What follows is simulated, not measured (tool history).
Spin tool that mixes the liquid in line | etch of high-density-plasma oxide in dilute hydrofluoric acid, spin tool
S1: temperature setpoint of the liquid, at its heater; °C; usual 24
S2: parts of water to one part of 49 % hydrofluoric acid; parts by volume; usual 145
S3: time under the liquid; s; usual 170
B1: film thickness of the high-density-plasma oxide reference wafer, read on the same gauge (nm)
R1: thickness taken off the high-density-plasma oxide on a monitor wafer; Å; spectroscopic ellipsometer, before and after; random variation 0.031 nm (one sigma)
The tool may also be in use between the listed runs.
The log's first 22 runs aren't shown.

run,hour,S1,S2,S3,B1,R1
23,1382.8,25.5,175,230,150.01,66.7
24,1431.1,20.5,145,205,150.03,62.1
25,1460.4,20,145,170,150,50.4
26,1498.4,21.5,145,205,149.99,64.1
27,1560.9,20.5,120,95,150,36
28,1617.5,24,110,265,150.01,126.9
29,1681.2,24,145,170,149.99,59.8
30,1748.4,22,145,170,149.96,55.6
31,1811.2,24,145,170,150.04,60.1

5 ways to go on from here, each from the tool as it stands after run 31. What would each give?
A,1811.7,24,210,170,?,?
B,1811.7,25.5,165,230,?,?
C,1811.7,24,80,70,?,?
D,1811.7,22.5,185,115,?,?
E,1811.7,24,105,245,?,?

run,B1,R1
A,149.98,38.4
B,149.98,73.5
C,149.98,48.5
D,149.98,28.7
E,149.98,125.2
Without the tool's hidden state the same runs would have given:
run,R1
A,36.5
B,69.9
C,45.9
D,27.2
E,118.6
